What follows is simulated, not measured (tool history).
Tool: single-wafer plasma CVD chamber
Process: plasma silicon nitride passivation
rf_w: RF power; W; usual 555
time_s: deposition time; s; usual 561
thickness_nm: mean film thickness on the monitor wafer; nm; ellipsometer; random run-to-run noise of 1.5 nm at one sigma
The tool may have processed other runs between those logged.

run     day  rf_w  time_s  read-back reference wafer on the same gauge, thickness_nm  thickness_nm
  1       0   645     561                                                    923.194       884.799
  2   1.425   645     561                                                    923.026       886.534
  3   2.875   515     561                                                    922.873       816.198
  4   3.571   470     561                                                    923.005       788.797
  5   4.658   470     561                                                    923.267       792.087
  6   7.562   530     561                                                    922.816       822.045
      7.908  -- showerhead replaced
  7   8.667   555     643                                                    922.864       957.776
  8   9.346   555     643                                                    922.497       959.642
      9.579  -- gauge calibrated
  9  10.254   615     529                                                    922.687       814.108
 10  11.667   635     505                                                     922.97       788.022
     12.125  -- RF generator calibrated
 11  12.167   555     561                                                    923.061       861.253
 12  15.867   555     505                                                    923.261       774.159
 13  17.067   635     623                                                    923.119        997.39
 14  18.196   660     458                                                    923.089       743.521
 15  19.292   555     561                                                     922.51       862.193
 16   20.65   630     561                                                    923.252       897.826
 17  21.679   660     481                                                    923.436        782.62

Below, some changes in thickness_nm between adjacent runs. For each, the amount present without the hidden state too (settings, incoming material, random variation) and the amount remaining for the hidden state with gauge scatter not shared by both compared results:
The tool's hidden condition here consists of: delivered RF power above the setpoint (%); gauge reads high (%).
Run 10 -> 11: rf_w 635 -> 555, time_s 505 -> 561, RF generator calibrated. thickness_nm +73.231 nm: hidden state +24.745, all else +48.486.
Run 13 -> 14: rf_w 635 -> 660, time_s 623 -> 458. thickness_nm -253.869 nm: hidden state +0.656, all else -254.525.

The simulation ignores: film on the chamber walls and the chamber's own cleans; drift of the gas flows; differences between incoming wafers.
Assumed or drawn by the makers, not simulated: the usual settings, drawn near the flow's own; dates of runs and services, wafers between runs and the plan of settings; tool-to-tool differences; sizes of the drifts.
